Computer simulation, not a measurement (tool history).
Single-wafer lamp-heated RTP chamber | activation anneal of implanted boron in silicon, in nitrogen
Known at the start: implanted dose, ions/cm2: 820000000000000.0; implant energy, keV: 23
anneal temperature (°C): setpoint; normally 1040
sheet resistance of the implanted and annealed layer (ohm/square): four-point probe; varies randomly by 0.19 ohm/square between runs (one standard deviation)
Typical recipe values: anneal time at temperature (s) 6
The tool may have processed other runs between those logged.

run,hour,anneal temperature (°C),anneal time at temperature (s),"read-back reference wafer on the same gauge, sheet resistance",sheet resistance of the implanted and annealed layer (ohm/square)
1,0.0,1040,6,118.03,126.07
2,55.9,1040,6,118.01,126.28
3,149.7,1040,6,117.95,126.51
4,233.6,1040,6,118.06,126.39
5,278.9,1040,6,118.05,126.57
6,356.6,1040,6,118.00,126.71
7,424.2,1040,6,118.07,126.69
# hour 630.7: pyrometer window cleaned and pyrometer calibrated
8,631.2,1040,6,117.95,126.39
9,702.1,1040,6,118.05,126.43
10,807.1,1058,7,117.95,125.86
11,853.9,1019,3,118.02,129.65
# hour 859.9: gauge calibrated
12,896.0,1013,3,117.98,130.61
# hour 933.5: reflector plate cleaned
13,987.6,1020,8,118.04,128.17
14,1027.2,1040,6,118.06,126.20
15,1080.1,1040,6,118.09,126.25
16,1151.4,1023,4,118.04,128.48
17,1226.2,1064,6,118.03,125.87
18,1268.4,1040,6,118.00,126.74

4 options for the next run, each taken on its own from the tool as it stands now. Forecast them:
A,1268.8,1040,8,?,?
B,1268.8,1028,8,?,?
C,1268.8,1040,5,?,?
D,1268.8,1063,9,?,?

run,"read-back reference wafer on the same gauge, sheet resistance",sheet resistance of the implanted and annealed layer (ohm/square)
A,118.03,126.50
B,118.03,127.35
C,118.03,126.72
D,118.03,125.88
With no hidden state in the tool, these same runs would have given:
run,sheet resistance of the implanted and annealed layer (ohm/square)
A,126.50
B,127.35
C,126.72
D,125.88
